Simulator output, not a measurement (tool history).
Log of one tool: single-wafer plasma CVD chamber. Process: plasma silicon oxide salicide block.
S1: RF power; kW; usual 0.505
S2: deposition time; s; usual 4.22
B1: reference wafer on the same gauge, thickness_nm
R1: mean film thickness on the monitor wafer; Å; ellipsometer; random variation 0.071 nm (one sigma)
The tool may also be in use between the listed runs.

run	hour	S1	S2	B1	R1
1	0	0.585	4.22	51.639	498.68
2	17.6	0.465	4.22	51.65	463.5
3	35.6	0.465	4.22	51.701	463.65
4	68.7	0.505	4.42	51.769	499.15
5	85.3	0.505	4.22	51.776	475.85
6	120.5	0.505	4.22	51.788	476.56
7	138.5	0.505	4.22	51.832	477.32
8	163.5	0.565	4.02	51.839	469.93
9	195.3	0.585	3.98	51.796	470.79
# hour 197.6: gauge calibrated
10	231.1	0.505	4.22	51.439	473.7
11	252.5	0.41	4.52	51.506	474.76
12	265.3	0.505	4.22	51.51	474.84
13	281.2	0.555	4	51.527	463.32
# hour 294.7: RF generator calibrated
# hour 298.2: showerhead replaced
14	298.7	0.505	4.71	51.571	529.67
15	322.7	0.505	4.83	51.629	545.44
16	353	0.555	3.86	51.707	447.73
17	382.9	0.505	4.22	51.716	475.14

Forecast each of these 3 alternatives for the next run:
A	383.3	0.505	4.22	?	?
B	383.3	0.55	3.89	?	?
C	383.3	0.535	3.96	?	?

run	B1	R1
A	51.728	476.69
B	51.728	451.18
C	51.728	455.39
Without the tool's hidden state the same runs would have given:
run	R1
A	472.85
B	447.54
C	451.71

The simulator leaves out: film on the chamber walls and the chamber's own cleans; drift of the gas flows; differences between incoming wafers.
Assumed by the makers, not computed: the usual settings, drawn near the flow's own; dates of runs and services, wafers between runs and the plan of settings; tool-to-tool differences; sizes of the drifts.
